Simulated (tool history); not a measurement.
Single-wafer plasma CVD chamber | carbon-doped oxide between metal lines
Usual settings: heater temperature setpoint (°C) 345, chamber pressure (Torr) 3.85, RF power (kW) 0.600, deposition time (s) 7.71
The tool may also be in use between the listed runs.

run	hour	heater temperature setpoint (°C)	chamber pressure (Torr)	RF power (kW)	deposition time (s)	wafers since the last listed run	hours since the last thermocouple change	hours since the last RF generator calibration	hours since the last manometer calibration	hours since the showerhead was replaced	hours since the gauge calibration	read-back reference wafer on the same gauge, thickness_nm	mean film thickness on the monitor wafer (angstrom)
1	0.0	345	3.85	0.600	7.71	0	2408.4	1437.1	341.5	4649.2	2534.2	48.009	427.85
2	106.3	345	3.85	0.600	7.71	2078	2514.7	1543.4	447.8	4755.5	2640.5	47.881	428.64
# hour 117.7: thermocouple changed; heater temperature recalibrated
3	214.2	345	3.85	0.600	7.71	1953	96.5	1651.3	555.7	4863.4	2748.4	47.867	430.23
# hour 246.5: RF generator calibrated
# hour 295.3: gauge calibrated
4	314.3	345	3.85	0.600	7.71	1800	196.6	67.8	655.8	4963.5	19.0	50.032	450.42
5	380.6	345	3.85	0.600	7.71	1296	262.9	134.1	722.1	5029.8	85.3	49.987	446.39
6	417.7	337	3.85	0.715	8.16	725	300.0	171.2	759.2	5066.9	122.4	50.043	530.38
7	489.7	345	3.85	0.600	7.71	1407	372.0	243.2	831.2	5138.9	194.4	49.940	446.56
8	545.5	345	3.85	0.600	7.71	1090	427.8	299.0	887.0	5194.7	250.2	49.938	448.55
9	598.7	345	3.85	0.715	7.71	1040	481.0	352.2	940.2	5247.9	303.4	49.872	485.84
10	661.7	345	3.85	0.600	7.71	1231	544.0	415.2	1003.2	5310.9	366.4	49.882	445.11
11	716.0	354	3.10	0.550	7.71	1061	598.3	469.5	1057.5	5365.2	420.7	49.751	405.60
12	779.2	358	4.39	0.675	7.12	1235	661.5	532.7	1120.7	5428.4	483.9	49.746	426.63
13	833.0	345	3.51	0.525	7.71	1051	715.3	586.5	1174.5	5482.2	537.7	49.709	414.84
14	896.6	345	3.85	0.600	9.24	1243	778.9	650.1	1238.1	5545.8	601.3	49.633	530.03
15	974.1	339	3.85	0.600	7.71	1515	856.4	727.6	1315.6	5623.3	678.8	49.579	451.93
16	1080.8	345	3.85	0.600	7.71	2086	963.1	834.3	1422.3	5730.0	785.5	49.499	444.47
17	1156.4	355	4.39	0.630	7.71	1478	1038.7	909.9	1497.9	5805.6	861.1	49.442	450.03
18	1277.8	334	3.85	0.600	7.71	2373	1160.1	1031.3	1619.3	5927.0	982.5	49.399	462.81
19	1341.1	345	3.85	0.600	7.71	1237	1223.4	1094.6	1682.6	5990.3	1045.8	49.335	438.46
# hour 1370.5: capacitance manometer re-zeroed and calibrated
# hour 1436.8: showerhead replaced
20	1644.3	345	3.85	0.600	6.70	5615	1526.6	1397.8	273.8	207.5	1349.0	49.138	385.22
21	1739.9	354	3.85	0.600	7.71	1869	1622.2	1493.4	369.4	303.1	1444.6	49.095	425.83
22	1840.4	359	3.85	0.600	7.25	1964	1722.7	1593.9	469.9	403.6	1545.1	48.978	392.60
23	1941.9	345	3.85	0.645	7.71	1984	1824.2	1695.4	571.4	505.1	1646.6	48.985	454.07
24	2027.6	345	3.49	0.505	8.97	1675	1909.9	1781.1	657.1	590.8	1732.3	48.875	464.80
# hour 2054.2: RF generator calibrated
25	2065.4	345	3.21	0.600	7.21	582	1947.7	11.2	694.9	628.6	1770.1	48.869	398.18
26	2110.9	353	3.60	0.500	7.16	889	1993.2	56.7	740.4	674.1	1815.6	48.854	358.90
27	2190.5	355	3.85	0.600	7.71	1556	2072.8	136.3	820.0	753.7	1895.2	48.811	423.22
28	2264.2	333	3.85	0.645	7.71	1440	2146.5	210.0	893.7	827.4	1968.9	48.746	472.40
# hour 2370.9: thermocouple changed; heater temperature recalibrated
29	2371.4	345	3.85	0.600	7.71	1939	0.5	317.2	1000.9	934.6	2076.1	48.722	430.87

What if the next run were any one of these 3? Each begins from the tool's condition after run 29:
A	2371.8	345	3.85	0.600	7.71	7	0.9	317.6	1001.3	935.0	2076.5	?	?
B	2371.8	345	3.85	0.510	7.71	7	0.9	317.6	1001.3	935.0	2076.5	?	?
C	2371.8	335	4.10	0.600	6.17	7	0.9	317.6	1001.3	935.0	2076.5	?	?

run	read-back reference wafer on the same gauge, thickness_nm	mean film thickness on the monitor wafer (angstrom)
A	48.713	432.62
B	48.713	401.44
C	48.713	364.23
Without the tool's hidden state the same runs would have given:
run	mean film thickness on the monitor wafer (angstrom)
A	441.81
B	409.98
C	371.97

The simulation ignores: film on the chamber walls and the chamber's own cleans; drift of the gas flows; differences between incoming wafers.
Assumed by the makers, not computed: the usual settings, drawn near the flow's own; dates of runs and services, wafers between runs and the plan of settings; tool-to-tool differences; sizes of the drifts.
